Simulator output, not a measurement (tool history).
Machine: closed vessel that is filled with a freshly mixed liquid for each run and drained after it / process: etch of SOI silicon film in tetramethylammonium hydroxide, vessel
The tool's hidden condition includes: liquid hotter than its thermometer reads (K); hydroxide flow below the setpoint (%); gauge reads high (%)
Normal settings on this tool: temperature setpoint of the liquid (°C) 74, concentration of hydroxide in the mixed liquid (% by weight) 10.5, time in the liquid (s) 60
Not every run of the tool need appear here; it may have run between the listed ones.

run     day  temperature setpoint of the liquid (°C)  concentration of hydroxide in the mixed liquid (% by weight)  time in the liquid (s)  wafers since the last listed run  hours since the thermometer was replaced  hours since the hydroxide flow meter was replaced  hours since the gauge calibration  read-back film thickness of the SOI silicon film reference wafer, read on the same gauge (nm)  thickness taken off the SOI silicon film on a monitor wafer (angstrom)
  1       0                                       74                                                          12.5                      35                                 0                                    2761.2                                             1726.4                              561.3                                                                                         110.01                                                                  3398.8
  2   1.458                                       74                                                          12.5                      35                              3765                                    2796.2                                             1761.4                              596.3                                                                                         110.02                                                                  3480.7
  3   2.921                                       74                                                          12.5                      35                              3775                                    2831.3                                             1796.5                              631.4                                                                                         109.98                                                                  3432.5
  4   5.221                                       74                                                          11.5                      60                              5938                                    2886.5                                             1851.7                              686.6                                                                                         110.01                                                                  6163.2
  5   6.746                                       74                                                          11.5                      60                              3937                                    2923.1                                             1888.3                              723.2                                                                                            110                                                                  6159.1
  6   9.333                                       74                                                          11.5                      60                              6680                                    2985.2                                             1950.4                              785.3                                                                                         110.01                                                                  6121.1
  7  12.308                                       74                                                           9.5                      85                              7681                                    3056.6                                             2021.8                              856.7                                                                                         109.98                                                                    9425
  8  14.808                                       74                                                          10.5                      45                              6454                                    3116.6                                             2081.8                              916.7                                                                                         109.99                                                                  4774.1
     15.462  -- thermometer replaced
  9  17.229                                       74                                                          10.5                      45                              6142                                      42.4                                             2139.9                              974.8                                                                                            110                                                                  5144.7
 10   18.25                                       74                                                          11.5                      60                              2635                                      66.9                                             2164.4                              999.3                                                                                         110.02                                                                  6770.3
     20.279  -- hydroxide flow meter replaced
 11  21.217                                       74                                                          10.5                      50                              7551                                     138.1                                               22.5                             1070.5                                                                                            110                                                                    5759
     21.888  -- gauge calibrated
 12  22.917                                     66.5                                                          11.5                      75                              4389                                     178.9                                               63.3                               24.7                                                                                         109.96                                                                  5466.9
 13   24.55                                       81                                                           8.5                      80                              4217                                     218.1                                              102.5                               63.9                                                                                         110.01                                                                 14925.6
     25.371  -- thermometer replaced, repeated, since the last time left the tool worse
 14    26.1                                       74                                                             9                      95                              3894                                      17.5                                              139.7                              101.1                                                                                            110                                                                    9858
 15  27.583                                     66.5                                                             8                      30                              3829                                      53.1                                              175.3                              136.7                                                                                         109.98                                                                  2069.3
 16  36.333                                       69                                                          10.5                      90                             22591                                     263.1                                              385.3                              346.7                                                                                         109.99                                                                  6460.7
 17   38.55                                       74                                                          10.5                      60                              5723                                     316.3                                              438.5                              399.9                                                                                            110                                                                  5887.2
 18  40.283                                       74                                                          10.5                      70                              4475                                     357.9                                              480.1                              441.5                                                                                         109.98                                                                  6866.1
 19  43.146                                     67.5                                                             9                      60                              7390                                     426.6                                              548.8                              510.2                                                                                            110                                                                  4279.3

4 options for the next run, each taken on its own from the tool as it stands now. Forecast them:
  A  43.175                                       74                                                          10.5                      60                                75                                     427.3                                              549.5                              510.9                                                                                              ?                                                                       ?
  B  43.175                                       74                                                             9                      60                                75                                     427.3                                              549.5                              510.9                                                                                              ?                                                                       ?
  C  43.175                                     70.5                                                          10.5                      30                                75                                     427.3                                              549.5                              510.9                                                                                              ?                                                                       ?
  D  43.175                                     81.5                                                            13                      30                                75                                     427.3                                              549.5                              510.9                                                                                              ?                                                                       ?

run  read-back film thickness of the SOI silicon film reference wafer, read on the same gauge (nm)  thickness taken off the SOI silicon film on a monitor wafer (angstrom)
  A                                                                                            110                                                                  5902.6
  B                                                                                            110                                                                  6250.4
  C                                                                                            110                                                                  2410.6
  D                                                                                            110                                                                  4131.1
Stripped of hidden state, with their random variation kept, the same runs would have yielded:
run  thickness taken off the SOI silicon film on a monitor wafer (angstrom)
  A                                                                  5782.1
  B                                                                  6122.8
  C                                                                  2360.4
  D                                                                  4050.3
